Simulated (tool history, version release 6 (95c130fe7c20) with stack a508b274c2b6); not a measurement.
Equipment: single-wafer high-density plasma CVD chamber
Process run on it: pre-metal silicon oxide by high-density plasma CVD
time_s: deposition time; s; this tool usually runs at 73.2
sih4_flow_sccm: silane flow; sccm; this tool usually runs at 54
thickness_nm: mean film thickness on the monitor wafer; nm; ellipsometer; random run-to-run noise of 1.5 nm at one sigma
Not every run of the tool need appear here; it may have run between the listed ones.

run    hour  time_s  sih4_flow_sccm  wafers since the last listed run  hours since the silane flow controller was replaced  hours since the gauge calibration  read-back reference wafer on the same gauge, thickness_nm  thickness_nm
  1     0.0    73.2              54                                 0                                               1966.0                              153.0                                                    347.335       415.737
  2    60.7    73.2              54                              1294                                               2026.7                              213.7                                                    348.118       417.758
  3   126.9    73.2              54                              1411                                               2092.9                              279.9                                                    348.676       417.253
  4   181.6    73.2              54                              1166                                               2147.6                              334.6                                                    349.240       414.671
  5   249.0    73.2              54                              1437                                               2215.0                              402.0                                                    349.809       418.546
  6   319.3    73.2              54                              1499                                               2285.3                              472.3                                                    349.772       418.896
  7   352.3    73.2              54                               703                                               2318.3                              505.3                                                    350.150       422.575
      385.1  -- gauge calibrated
  8   411.7    78.7              54                              1266                                               2377.7                               26.6                                                    343.842       441.855
  9   458.0    78.7              54                               987                                               2424.0                               72.9                                                    344.973       446.810
 10   500.6    86.8              48                               908                                               2466.6                              115.5                                                    346.096       437.167
 11   548.2    73.2              54                              1015                                               2514.2                              163.1                                                    346.800       413.542
      620.5  -- silane flow controller replaced
 12   681.3    73.2              54                              2667                                                 60.8                              296.2                                                    348.460       415.485
 13   729.5    73.2              65                              1027                                                109.0                              344.4                                                    348.886       502.401
 14   800.0    61.5              50                              1503                                                179.5                              414.9                                                    349.276       324.396
 15   847.1    84.5              48                              1004                                                226.6                              462.0                                                    349.238       431.160
 16   873.1    81.6              51                               554                                                252.6                              488.0                                                    349.672       440.244
      886.0  -- gauge calibrated
 17   938.6    79.9              59                              1396                                                318.1                               52.6                                                    342.811       492.022
 18  1001.3    65.7              47                              1337                                                380.8                              115.3                                                    344.327       323.745

Expected results for the next run?
 19  1036.8    63.0              54                               757                                                416.3                              150.8                                                          ?             ?

{"run 19": {"read-back reference wafer on the same gauge, thickness_nm": 344.925, "thickness_nm": 354.258}}
Without the tool's hidden state the same run would have given thickness_nm 351.259 nm.
